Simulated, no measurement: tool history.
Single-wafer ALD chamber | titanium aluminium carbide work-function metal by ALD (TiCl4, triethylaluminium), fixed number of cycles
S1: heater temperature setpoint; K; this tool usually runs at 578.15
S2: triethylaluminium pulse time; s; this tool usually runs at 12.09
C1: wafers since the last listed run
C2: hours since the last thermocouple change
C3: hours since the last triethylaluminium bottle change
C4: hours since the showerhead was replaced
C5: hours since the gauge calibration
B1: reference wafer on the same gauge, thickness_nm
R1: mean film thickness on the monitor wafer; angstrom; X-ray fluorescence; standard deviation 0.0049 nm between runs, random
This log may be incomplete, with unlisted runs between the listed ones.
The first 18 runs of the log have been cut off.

run     day      S1     S2    C1     C2     C3      C4      C5     B1     R1
     55.283  -- triethylaluminium bottle replaced
 19  56.458  578.15  12.09   505   58.6   28.2    5868   134.2  2.249  20.49
 20  58.112  591.15   7.63   685   98.3   67.9  5907.7   173.9  2.247  20.35
 21  60.779  578.15  12.09  1104  162.3  131.9  5971.7   237.9  2.252  20.51
     61.662  -- showerhead replaced
 22  64.675  583.15   9.97  1475  255.8  225.4    72.3   331.4  2.249  20.64
 23  67.933  578.15  12.09  1349    334  303.6   150.5   409.6  2.251  20.41
     70.788  -- thermocouple changed; heater temperature recalibrated, repeated, since the last time left the tool worse
 24  70.808  566.15  12.09  1052    0.5  372.6   219.5   478.6  2.249  18.67
 25  74.988  590.15  10.32  1730  100.8  472.9   319.8   578.9  2.249  20.68
 26  77.779  564.15   8.39  1156  167.8  539.9   386.8   645.9  2.251   17.7
 27  81.388  589.15  12.09  1494  254.4  626.5   473.4   732.5  2.249  20.89
 28  85.808  570.15  14.17  1830  360.5  732.6   579.5   838.6   2.25   19.3
     89.058  -- triethylaluminium bottle replaced
 29  89.204  586.15   8.85  1268    442    3.5     661   920.1  2.249  19.96
 30  92.142  573.15  15.39  1216  512.5     74   731.5   990.6   2.25  19.58
 31  94.692  578.15    8.9  1056  573.7  135.2   792.7  1051.8  2.248  19.21

Branching from run 31: 3 alternative next runs. What would each branch give?
  A  94.708  578.15  12.09   6  574.1  135.6  793.1  1052.2   ?   ?
  B  94.708  583.15  16.03   6  574.1  135.6  793.1  1052.2   ?   ?
  C  94.708  569.15   7.32   6  574.1  135.6  793.1  1052.2   ?   ?

run     B1     R1
  A  2.251   19.9
  B  2.251  20.63
  C  2.251  17.65
Take away the tool's hidden state, keep each run's random variation, and the runs would have read:
run     R1
  A  19.78
  B   20.5
  C  17.53
